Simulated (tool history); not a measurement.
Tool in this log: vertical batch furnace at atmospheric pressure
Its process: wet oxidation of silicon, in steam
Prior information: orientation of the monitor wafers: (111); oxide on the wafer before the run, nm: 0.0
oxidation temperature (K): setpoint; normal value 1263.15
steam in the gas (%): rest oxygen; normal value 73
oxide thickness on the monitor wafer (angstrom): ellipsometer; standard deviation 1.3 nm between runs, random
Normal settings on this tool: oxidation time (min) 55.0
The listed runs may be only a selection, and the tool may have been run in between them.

run   hour  oxidation temperature (K)  oxidation time (min)  steam in the gas (%)  read-back reference wafer on the same gauge, thickness  oxide thickness on the monitor wafer (angstrom)
  1    0.0                    1263.15                  55.0                    73                                                  322.06                                           3318.9
  2   26.3                    1263.15                  55.0                    73                                                  321.73                                           3331.4
  3   77.6                    1263.15                  55.0                    73                                                  321.98                                           3311.1
  4  110.8                    1263.15                  55.0                    73                                                  321.91                                           3333.5
  5  151.4                    1263.15                  55.0                    73                                                  322.01                                           3323.1
  6  182.2                    1263.15                  55.0                    73                                                  322.14                                           3310.8
  7  219.4                    1263.15                  55.0                    73                                                  322.08                                           3300.1
     282.2  -- thermocouples replaced and temperature profile calibrated
     292.3  -- steam generator serviced
  8  292.8                    1263.15                  55.0                    73                                                  322.02                                           3454.2
  9  325.3                    1263.15                  55.0                    73                                                  322.05                                           3453.2
 10  393.1                    1263.15                  55.0                    73                                                  322.21                                           3479.1
 11  424.7                    1263.15                  38.5                    73                                                  322.02                                           2719.8
 12  490.3                    1263.15                  55.0                    73                                                  321.85                                           3464.2
 13  540.2                    1256.15                  69.0                    84                                                  321.68                                           4180.2
     604.3  -- gauge calibrated
 14  607.7                    1263.15                  55.0                    79                                                  321.97                                           3624.6
 15  651.1                    1280.15                  32.5                    73                                                  322.13                                           2731.1
 16  694.1                    1263.15                  55.0                    73                                                  322.23                                           3453.6
 17  732.7                    1276.15                  28.0                    62                                                  322.08                                           2154.4
 18  768.6                    1263.15                  55.0                    73                                                  321.93                                           3449.7
 19  818.1                    1263.15                  41.0                    68                                                  322.03                                           2704.6
 20  851.1                    1281.15                  55.0                    73                                                  321.95                                           3849.5
 21  890.3                    1263.15                  55.0                    79                                                  322.43                                           3611.0

Forecast each of these 4 alternatives for the next run:
  A  895.1                    1263.15                  55.0                    73                                                       ?                                                ?
  B  895.1                    1238.15                  38.5                    80                                                       ?                                                ?
  C  895.1                    1274.15                  72.0                    77                                                       ?                                                ?
  D  895.1                    1248.15                  71.5                    70                                                       ?                                                ?

run  read-back reference wafer on the same gauge, thickness  oxide thickness on the monitor wafer (angstrom)
  A                                                  322.07                                           3443.9
  B                                                  322.07                                           2390.1
  C                                                  322.07                                           4515.5
  D                                                  322.07                                           3603.0
Had the tool no hidden state, the same runs would have come out as:
run  oxide thickness on the monitor wafer (angstrom)
  A                                           3488.4
  B                                           2424.3
  C                                           4570.6
  D                                           3650.3

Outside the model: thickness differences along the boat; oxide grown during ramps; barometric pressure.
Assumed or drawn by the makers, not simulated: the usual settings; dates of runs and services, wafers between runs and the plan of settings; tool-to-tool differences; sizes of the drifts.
